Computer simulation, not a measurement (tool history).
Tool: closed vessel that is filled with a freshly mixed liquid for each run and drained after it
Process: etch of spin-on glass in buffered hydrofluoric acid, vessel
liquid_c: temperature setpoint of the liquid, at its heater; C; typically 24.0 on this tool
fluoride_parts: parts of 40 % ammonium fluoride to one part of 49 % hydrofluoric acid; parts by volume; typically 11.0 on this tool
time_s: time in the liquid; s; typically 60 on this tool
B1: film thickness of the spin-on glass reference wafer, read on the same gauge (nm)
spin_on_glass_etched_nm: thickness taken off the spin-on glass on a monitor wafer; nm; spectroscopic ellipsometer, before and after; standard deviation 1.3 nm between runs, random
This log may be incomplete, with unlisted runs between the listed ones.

Run 1, hour 0.0: usual settings; B1 109.98. Result: spin_on_glass_etched_nm 203.50 nm.
Run 2, hour 13.6: usual settings; B1 110.00. Result: spin_on_glass_etched_nm 204.22 nm.
Run 3, hour 83.4: usual settings; B1 109.99. Result: spin_on_glass_etched_nm 201.10 nm.
Run 4, hour 107.7: usual settings; B1 110.01. Result: spin_on_glass_etched_nm 202.29 nm.
Run 5, hour 141.2: usual settings; B1 110.00. Result: spin_on_glass_etched_nm 201.70 nm.
Run 6, hour 155.5: usual settings; B1 110.00. Result: spin_on_glass_etched_nm 200.07 nm.
Run 7, hour 187.3: usual settings; B1 110.01. Result: spin_on_glass_etched_nm 203.20 nm.
Run 8, hour 221.3: usual settings; B1 110.02. Result: spin_on_glass_etched_nm 200.77 nm.
Run 9, hour 247.7: usual settings; B1 110.00. Result: spin_on_glass_etched_nm 199.61 nm.
Run 10, hour 270.1: usual settings; B1 110.01. Result: spin_on_glass_etched_nm 197.96 nm.
At hour 294.0: gauge calibrated.
Run 11, hour 304.8: usual settings; B1 109.99. Result: spin_on_glass_etched_nm 197.86 nm.
At hour 310.8: thermometer replaced.
Run 12, hour 317.4: usual settings but liquid_c 20.0 C; B1 109.99. Result: spin_on_glass_etched_nm 154.53 nm.
Run 13, hour 344.5: usual settings; B1 109.99. Result: spin_on_glass_etched_nm 189.81 nm.
Run 14, hour 363.6: usual settings; B1 110.01. Result: spin_on_glass_etched_nm 187.50 nm.
Run 15, hour 380.4: usual settings; B1 109.98. Result: spin_on_glass_etched_nm 191.24 nm.
Run 16, hour 397.3: usual settings but time_s 45 s; B1 110.02. Result: spin_on_glass_etched_nm 141.01 nm.
At hour 410.7: hydrofluoric acid flow meter replaced.
At hour 418.2: thermometer replaced, repeated, since the last time left the tool worse.
Run 17, hour 429.7: usual settings but liquid_c 27.0 C, fluoride_parts 9.0 parts by volume; B1 110.00. Result: spin_on_glass_etched_nm 285.51 nm.
Run 18, hour 461.4: usual settings but liquid_c 19.5 C, fluoride_parts 13.0 parts by volume, time_s 80 s; B1 110.01. Result: spin_on_glass_etched_nm 184.67 nm.
Run 19, hour 474.7: usual settings; B1 109.98. Result: spin_on_glass_etched_nm 207.42 nm.
Run 20, hour 566.5: usual settings but liquid_c 26.5 C, fluoride_parts 7.5 parts by volume, time_s 45 s; B1 109.98. Result: spin_on_glass_etched_nm 254.96 nm.
Run 21, hour 586.8: usual settings but liquid_c 22.0 C, fluoride_parts 8.0 parts by volume, time_s 45 s; B1 110.01. Result: spin_on_glass_etched_nm 183.85 nm.
Run 22, hour 610.1: usual settings but liquid_c 22.5 C, fluoride_parts 12.0 parts by volume; B1 109.99. Result: spin_on_glass_etched_nm 172.21 nm.

Predict each of these 5 candidate next runs independently; none follows another, all start after run 22:
Run A, hour 610.8: usual settings but liquid_c 26.5 C; B1 ?. Result: spin_on_glass_etched_nm ?.
Run B, hour 610.8: usual settings but liquid_c 21.0 C, fluoride_parts 8.0 parts by volume, time_s 45 s; B1 ?. Result: spin_on_glass_etched_nm ?.
Run C, hour 610.8: usual settings but liquid_c 28.5 C, fluoride_parts 15.5 parts by volume, time_s 35 s; B1 ?. Result: spin_on_glass_etched_nm ?.
Run D, hour 610.8: usual settings but liquid_c 28.0 C, fluoride_parts 9.5 parts by volume, time_s 95 s; B1 ?. Result: spin_on_glass_etched_nm ?.
Run E, hour 610.8: usual settings but time_s 80 s; B1 ?. Result: spin_on_glass_etched_nm ?.

run      B1  spin_on_glass_etched_nm
  A  109.97                   235.16
  B  109.97                   173.84
  C  109.97                   109.16
  D  109.97                   457.21
  E  109.97                   273.77
With the hidden condition removed and each run's random variation left untouched, the same runs would have given:
run  spin_on_glass_etched_nm
  A                   241.57
  B                   178.75
  C                   112.10
  D                   469.53
  E                   281.35
